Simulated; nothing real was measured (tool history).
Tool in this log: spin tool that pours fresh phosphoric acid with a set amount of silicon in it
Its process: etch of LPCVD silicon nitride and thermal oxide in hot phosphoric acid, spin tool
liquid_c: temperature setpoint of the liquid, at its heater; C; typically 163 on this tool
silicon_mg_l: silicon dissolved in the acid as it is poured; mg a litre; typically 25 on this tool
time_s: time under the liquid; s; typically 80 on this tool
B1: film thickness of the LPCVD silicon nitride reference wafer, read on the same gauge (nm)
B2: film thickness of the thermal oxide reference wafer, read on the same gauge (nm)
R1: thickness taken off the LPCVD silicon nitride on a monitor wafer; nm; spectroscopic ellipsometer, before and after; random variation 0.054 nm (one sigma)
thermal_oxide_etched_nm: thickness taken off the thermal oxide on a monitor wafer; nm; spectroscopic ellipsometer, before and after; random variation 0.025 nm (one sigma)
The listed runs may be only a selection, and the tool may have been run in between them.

{"run": 1, "hour": 0.0, "liquid_c": 162, "silicon_mg_l": 25, "time_s": 60, "B1": 70.02, "B2": 150.012, "R1": 5.05, "thermal_oxide_etched_nm": 0.088}
{"run": 2, "hour": 66.3, "liquid_c": 163, "silicon_mg_l": 25, "time_s": 80, "B1": 69.98, "B2": 150.005, "R1": 6.73, "thermal_oxide_etched_nm": 0.12}
{"run": 3, "hour": 97.4, "liquid_c": 163, "silicon_mg_l": 25, "time_s": 80, "B1": 69.99, "B2": 150.004, "R1": 6.79, "thermal_oxide_etched_nm": 0.108}
{"run": 4, "hour": 159.8, "liquid_c": 162.5, "silicon_mg_l": 25, "time_s": 80, "B1": 69.97, "B2": 150.005, "R1": 6.54, "thermal_oxide_etched_nm": 0.092}
{"run": 5, "hour": 187.1, "liquid_c": 162.5, "silicon_mg_l": 25, "time_s": 80, "B1": 69.97, "B2": 150.009, "R1": 6.52, "thermal_oxide_etched_nm": 0.116}
{"run": 6, "hour": 226.2, "liquid_c": 163, "silicon_mg_l": 25, "time_s": 120, "B1": 69.99, "B2": 149.997, "R1": 9.88, "thermal_oxide_etched_nm": 0.162}
{"run": 7, "hour": 275.1, "liquid_c": 163, "silicon_mg_l": 25, "time_s": 120, "B1": 70, "B2": 150.007, "R1": 9.85, "thermal_oxide_etched_nm": 0.132}
{"hour": 287.0, "done": "gauge calibrated"}
{"run": 8, "hour": 302.7, "liquid_c": 163, "silicon_mg_l": 15, "time_s": 80, "B1": 69.99, "B2": 149.999, "R1": 6.54, "thermal_oxide_etched_nm": 0.105}
{"hour": 327.5, "done": "dissolved silicon flow meter replaced"}
{"hour": 332.4, "done": "thermometer replaced"}
{"run": 9, "hour": 347.4, "liquid_c": 163, "silicon_mg_l": 25, "time_s": 80, "B1": 69.99, "B2": 150.004, "R1": 6.98, "thermal_oxide_etched_nm": 0.113}
{"hour": 385.1, "done": "heated supply line repaired"}
{"run": 10, "hour": 392.5, "liquid_c": 163, "silicon_mg_l": 25, "time_s": 80, "B1": 69.98, "B2": 149.996, "R1": 8.05, "thermal_oxide_etched_nm": 0.152}
{"run": 11, "hour": 429.9, "liquid_c": 164.5, "silicon_mg_l": 7.5, "time_s": 100, "B1": 69.98, "B2": 150.005, "R1": 10.43, "thermal_oxide_etched_nm": 0.397}
{"run": 12, "hour": 457.0, "liquid_c": 160.5, "silicon_mg_l": 34.5, "time_s": 100, "B1": 70.02, "B2": 149.989, "R1": 9.12, "thermal_oxide_etched_nm": 0.126}
{"run": 13, "hour": 490.3, "liquid_c": 162, "silicon_mg_l": 18.5, "time_s": 80, "B1": 70.05, "B2": 150.013, "R1": 7.68, "thermal_oxide_etched_nm": 0.178}
{"run": 14, "hour": 532.3, "liquid_c": 160.5, "silicon_mg_l": 25, "time_s": 50, "B1": 69.98, "B2": 150.002, "R1": 4.53, "thermal_oxide_etched_nm": 0.057}

Branching from run 14: 3 alternative next runs. What would each branch give?
{"run": "A", "hour": 532.7, "liquid_c": 163, "silicon_mg_l": 25, "time_s": 80, "B1": "?", "B2": "?", "R1": "?", "thermal_oxide_etched_nm": "?"}
{"run": "B", "hour": 532.7, "liquid_c": 161.5, "silicon_mg_l": 37.5, "time_s": 80, "B1": "?", "B2": "?", "R1": "?", "thermal_oxide_etched_nm": "?"}
{"run": "C", "hour": 532.7, "liquid_c": 161.5, "silicon_mg_l": 35.5, "time_s": 55, "B1": "?", "B2": "?", "R1": "?", "thermal_oxide_etched_nm": "?"}

run=A B1=70.03 B2=150.011 R1=7.9 thermal_oxide_etched_nm=0.14
run=B B1=70.03 B2=150.011 R1=7.51 thermal_oxide_etched_nm=0.073
run=C B1=70.03 B2=150.011 R1=5.16 thermal_oxide_etched_nm=0.056
What these runs would have given with no unlogged condition in the tool:
run=A R1=8.2 thermal_oxide_etched_nm=0.152
run=B R1=7.8 thermal_oxide_etched_nm=0.079
run=C R1=5.36 thermal_oxide_etched_nm=0.061

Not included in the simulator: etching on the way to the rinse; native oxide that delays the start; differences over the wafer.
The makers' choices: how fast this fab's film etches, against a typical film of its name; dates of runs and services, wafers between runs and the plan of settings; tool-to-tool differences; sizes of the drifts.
